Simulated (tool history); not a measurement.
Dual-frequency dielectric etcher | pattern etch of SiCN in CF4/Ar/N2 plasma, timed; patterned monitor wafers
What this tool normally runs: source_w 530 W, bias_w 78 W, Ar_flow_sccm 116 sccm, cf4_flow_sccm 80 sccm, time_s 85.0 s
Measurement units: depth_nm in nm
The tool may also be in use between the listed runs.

run	hour	source_w	bias_w	Ar_flow_sccm	cf4_flow_sccm	time_s	wafers since the last listed run	hours since the last wet clean	hours since the last source power generator calibration	hours since the last bias power generator calibration	hours since the last Ar flow controller change	hours since the last CF4 flow controller change	hours since the last upper electrode change	hours since the gauge calibration	read-back reference wafer on the same gauge, depth_nm	depth_nm
1	0.0	530	78	116	80	85.0	0	401.7	3232.2	5183.9	4186.8	4345.8	3570.2	103.3	75.1	93.1
2	78.8	530	78	116	80	85.0	1136	480.5	3311.0	5262.7	4265.6	4424.6	3649.0	182.1	74.9	94.7
3	114.6	530	78	116	80	85.0	516	516.3	3346.8	5298.5	4301.4	4460.4	3684.8	217.9	75.0	93.7
# hour 154.4: wet clean of the chamber
4	154.9	530	78	116	80	85.0	235	0.5	3387.1	5338.8	4341.7	4500.7	3725.1	258.2	75.1	90.3
# hour 177.5: CF4 flow controller replaced
5	178.0	530	78	116	80	85.0	246	23.6	3410.2	5361.9	4364.8	0.5	3748.2	281.3	74.9	90.4
# hour 192.2: bias power generator calibrated
6	192.7	530	78	116	80	85.0	154	38.3	3424.9	0.5	4379.5	15.2	3762.9	296.0	74.9	90.9
7	223.2	530	78	116	80	85.0	439	68.8	3455.4	31.0	4410.0	45.7	3793.4	326.5	74.8	90.7
8	243.3	530	78	116	80	85.0	289	88.9	3475.5	51.1	4430.1	65.8	3813.5	346.6	75.0	90.8
9	259.6	530	78	116	80	85.0	235	105.2	3491.8	67.4	4446.4	82.1	3829.8	362.9	74.9	90.6
# hour 277.5: gauge calibrated
# hour 290.2: upper electrode replaced
10	290.7	530	78	116	80	85.0	102	136.3	3522.9	98.5	4477.5	113.2	0.5	13.2	74.9	91.2
11	309.9	480	71	116	80	61.5	276	155.5	3542.1	117.7	4496.7	132.4	19.7	32.4	75.0	56.0
12	332.1	590	78	116	80	85.0	320	177.7	3564.3	139.9	4518.9	154.6	41.9	54.6	75.0	102.5
# hour 351.9: Ar flow controller replaced
13	352.4	580	78	132	80	85.0	206	198.0	3584.6	160.2	0.5	174.9	62.2	74.9	75.1	99.2
# hour 366.9: source power generator calibrated
14	367.4	600	89	96	80	77.5	158	213.0	0.5	175.2	15.5	189.9	77.2	89.9	75.0	104.2
15	395.5	480	71	116	80	61.5	405	241.1	28.6	203.3	43.6	218.0	105.3	118.0	75.1	56.4
16	420.2	530	78	144	80	85.0	356	265.8	53.3	228.0	68.3	242.7	130.0	142.7	75.1	89.8
17	479.3	580	78	116	90	85.0	852	324.9	112.4	287.1	127.4	301.8	189.1	201.8	75.1	103.0

Below are 3 alternative next runs, each starting from the tool's condition after run 17. Predict each:
A	479.7	530	96	116	80	85.0	5	325.3	112.8	287.5	127.8	302.2	189.5	202.2	?	?
B	479.7	530	78	95	80	85.0	5	325.3	112.8	287.5	127.8	302.2	189.5	202.2	?	?
C	479.7	420	78	116	80	85.0	5	325.3	112.8	287.5	127.8	302.2	189.5	202.2	?	?

run	read-back reference wafer on the same gauge, depth_nm	depth_nm
A	75.0	103.5
B	75.0	94.6
C	75.0	71.9
What these runs would have given with no unlogged condition in the tool:
run	depth_nm
A	100.4
B	91.8
C	69.7
